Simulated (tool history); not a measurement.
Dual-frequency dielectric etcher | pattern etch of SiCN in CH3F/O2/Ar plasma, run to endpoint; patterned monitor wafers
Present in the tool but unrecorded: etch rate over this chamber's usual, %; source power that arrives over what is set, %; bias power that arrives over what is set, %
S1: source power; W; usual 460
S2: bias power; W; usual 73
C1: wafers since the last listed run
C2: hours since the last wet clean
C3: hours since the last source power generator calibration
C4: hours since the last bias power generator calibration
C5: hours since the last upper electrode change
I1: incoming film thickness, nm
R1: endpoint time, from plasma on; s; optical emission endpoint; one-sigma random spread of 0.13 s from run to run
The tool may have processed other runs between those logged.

| run | day | S1 | S2 | C1 | C2 | C3 | C4 | C5 | I1 | R1 |
|---|---|---|---|---|---|---|---|---|---|---|
| 1 | 0 | 460 | 86 | 0 | 229.4 | 853.8 | 730.5 | 1931.3 | 11.01 | 24.1 |
| 2 | 3.812 | 420 | 81 | 1713 | 320.9 | 945.3 | 822 | 2022.8 | 11.16 | 25.5 |
| 3 | 7.604 | 420 | 81 | 1704 | 411.9 | 1036.3 | 913 | 2113.8 | 11.07 | 25.8 |
| 4 | 9.3 | 460 | 59 | 762 | 452.6 | 1077 | 953.7 | 2154.5 | 11.02 | 28.1 |
| 5 | 11.075 | 460 | 73 | 797 | 495.2 | 1119.6 | 996.3 | 2197.1 | 10.99 | 25.6 |
| 6 | 13.738 | 460 | 73 | 1196 | 559.1 | 1183.5 | 1060.2 | 2261 | 11.14 | 26.2 |
|  | 16.483 | wet clean of the chamber |
| 7 | 16.504 | 460 | 73 | 794 | 0.5 | 1249.9 | 1126.6 | 2327.4 | 10.87 | 25.5 |
| 8 | 19.929 | 460 | 73 | 1539 | 82.7 | 1332.1 | 1208.8 | 2409.6 | 11.05 | 25.9 |
| 9 | 22.996 | 380 | 73 | 1378 | 156.3 | 1405.7 | 1282.4 | 2483.2 | 10.99 | 27.3 |
| 10 | 25.488 | 460 | 73 | 1120 | 216.1 | 1465.5 | 1342.2 | 2543 | 10.97 | 25.8 |
| 11 | 27.862 | 460 | 73 | 1067 | 273.1 | 1522.5 | 1399.2 | 2600 | 10.88 | 25.4 |
| 12 | 31.85 | 460 | 73 | 1792 | 368.8 | 1618.2 | 1494.9 | 2695.7 | 10.9 | 25.5 |
|  | 42.654 | source power generator calibrated |
| 13 | 42.808 | 460 | 73 | 4851 | 631.8 | 3.7 | 1757.9 | 2958.7 | 10.9 | 25.5 |
|  | 45.788 | wet clean of the chamber |
| 14 | 45.808 | 460 | 73 | 899 | 0.5 | 75.7 | 1829.9 | 3030.7 | 11.01 | 25.7 |
|  | 49.058 | upper electrode replaced, of another model than before |
| 15 | 49.188 | 510 | 66 | 1069 | 81.6 | 156.8 | 1911 | 3.1 | 11.01 | 25.7 |
| 16 | 50.729 | 460 | 68 | 693 | 118.6 | 193.8 | 1948 | 40.1 | 11.04 | 26.8 |
| 17 | 60.654 | 380 | 85 | 4461 | 356.8 | 432 | 2186.2 | 278.3 | 11.03 | 25.6 |
| 18 | 64.842 | 460 | 73 | 1882 | 457.3 | 532.5 | 2286.7 | 378.8 | 11.05 | 25.2 |
|  | 69.383 | wet clean of the chamber |
| 19 | 69.404 | 460 | 73 | 1601 | 0.5 | 642 | 2396.2 | 488.3 | 11.11 | 25.6 |
| 20 | 71.092 | 530 | 89 | 758 | 41 | 682.5 | 2436.7 | 528.8 | 11.01 | 20.7 |
| 21 | 72.817 | 460 | 82 | 775 | 82.4 | 723.9 | 2478.1 | 570.2 | 11.03 | 23.5 |
| 22 | 75.075 | 460 | 73 | 1015 | 136.6 | 778.1 | 2532.3 | 624.4 | 10.99 | 25 |
| 23 | 78.425 | 520 | 90 | 1506 | 217 | 858.5 | 2612.7 | 704.8 | 10.99 | 20.7 |
|  | 80.604 | bias power generator calibrated |
| 24 | 84.808 | 560 | 73 | 2794 | 370.2 | 1011.7 | 100.9 | 858 | 11.13 | 23.4 |
| 25 | 94.592 | 400 | 57 | 4398 | 605 | 1246.5 | 335.7 | 1092.8 | 10.97 | 33.7 |
|  | 98.025 | wet clean of the chamber |
| 26 | 98.258 | 460 | 86 | 1198 | 5.6 | 1334.5 | 423.7 | 1180.8 | 11.05 | 23.5 |
| 27 | 100.846 | 360 | 73 | 1163 | 67.7 | 1396.6 | 485.8 | 1242.9 | 10.97 | 30 |
| 28 | 102.508 | 490 | 82 | 747 | 107.6 | 1436.5 | 525.7 | 1282.8 | 11.02 | 23 |
| 29 | 106.65 | 340 | 67 | 1861 | 207 | 1535.9 | 625.1 | 1382.2 | 10.89 | 32.5 |
| 30 | 109.554 | 460 | 68 | 1305 | 276.7 | 1605.6 | 694.8 | 1451.9 | 10.89 | 26.6 |
| 31 | 116.017 | 490 | 68 | 2905 | 431.8 | 1760.7 | 849.9 | 1607 | 11.06 | 26.3 |
| 32 | 119.062 | 460 | 73 | 1369 | 504.9 | 1833.8 | 923 | 1680.1 | 11 | 25.7 |
|  | 120.246 | source power generator calibrated |
| 33 | 121.421 | 460 | 73 | 985 | 561.5 | 28.2 | 979.6 | 1736.7 | 11.08 | 25.8 |
|  | 126.6 | wet clean of the chamber |
| 34 | 126.621 | 460 | 73 | 1888 | 0.5 | 153 | 1104.4 | 1861.5 | 10.88 | 25.4 |
| 35 | 128.712 | 520 | 73 | 940 | 50.7 | 203.2 | 1154.6 | 1911.7 | 10.92 | 23.8 |

4 ways to go on from here, each from the tool as it stands after run 35. What would each give?
| A | 128.729 | 530 | 73 | 7 | 51.1 | 203.6 | 1155 | 1912.1 | 11.01 | ? |
| B | 128.729 | 350 | 88 | 7 | 51.1 | 203.6 | 1155 | 1912.1 | 11.01 | ? |
| C | 128.729 | 510 | 60 | 7 | 51.1 | 203.6 | 1155 | 1912.1 | 11.01 | ? |
| D | 128.729 | 370 | 55 | 7 | 51.1 | 203.6 | 1155 | 1912.1 | 11.01 | ? |

| run | R1 |
|---|---|
| A | 23.9 |
| B | 27.2 |
| C | 27.8 |
| D | 36.3 |
Stripped of hidden state, with their random variation kept, the same runs would have yielded:
| run | R1 |
|---|---|
| A | 24 |
| B | 27.4 |
| C | 28 |
| D | 36.5 |
